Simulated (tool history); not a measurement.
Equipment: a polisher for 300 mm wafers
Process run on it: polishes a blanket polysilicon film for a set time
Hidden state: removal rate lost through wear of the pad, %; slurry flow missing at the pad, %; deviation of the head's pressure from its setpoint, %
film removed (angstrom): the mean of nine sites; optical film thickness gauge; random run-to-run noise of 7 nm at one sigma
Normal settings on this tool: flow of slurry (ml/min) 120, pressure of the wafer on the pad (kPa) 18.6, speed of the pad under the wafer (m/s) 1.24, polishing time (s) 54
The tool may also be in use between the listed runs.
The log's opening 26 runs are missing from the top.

run,hour,flow of slurry (ml/min),pressure of the wafer on the pad (kPa),speed of the pad under the wafer (m/s),polishing time (s),wafers since the last listed run,wafers polished on this pad,hours since the slurry nozzle was cleaned,hours since the head pressure was calibrated,"incoming thickness of the incoming film, nm",film removed (angstrom)
27,1790.1,120,18.6,1.24,54,781,4331,72.8,794.1,1511.6,4575
28,1855.9,120,18.6,1.24,54,817,5148,138.6,859.9,1526.7,4570
29,1933.8,120,18.6,1.24,54,968,6117,216.5,937.8,1488,4457
30,1971.8,120,18.6,1.4,72,472,6589,254.5,975.8,1480.9,6625
# hour 1995.7: head pressure recalibrated
31,2022.1,120,17.2,1.66,47,600,7189,304.8,26.4,1519.5,4788
32,2129.5,120,15.9,1.24,54,1334,8524,412.2,133.8,1515.8,3739
# hour 2176.5: worn pad replaced by a new one
33,2202.9,120,22.8,1.24,54,862,328,485.6,207.2,1477,5267
34,2287.1,120,18.6,1.24,54,1046,1374,569.8,291.4,1504.8,4373
35,2325,120,18.6,1.66,67,470,1845,607.7,329.3,1502.1,7192
36,2379.2,130,18.6,0.92,67,673,2518,661.9,383.5,1533,4181
# hour 2424.9: slurry nozzle cleaned
37,2469.3,120,18.6,1.24,54,1107,3626,44.4,473.6,1500.5,4598

Branching from run 37: 4 alternative next runs. What would each branch give?
A,2469.7,120,23.4,1.24,54,4,3631,44.8,474,1482.7,?
B,2469.7,120,18.6,0.96,54,4,3631,44.8,474,1482.7,?
C,2469.7,95,22.1,1.5,54,4,3631,44.8,474,1482.7,?
D,2469.7,120,22.8,0.88,40,4,3631,44.8,474,1482.7,?

run,film removed (angstrom)
A,5525
B,3616
C,6015
D,2898
With no hidden state in the tool, these same runs would have given:
run,film removed (angstrom)
A,5808
B,3801
C,6331
D,3046
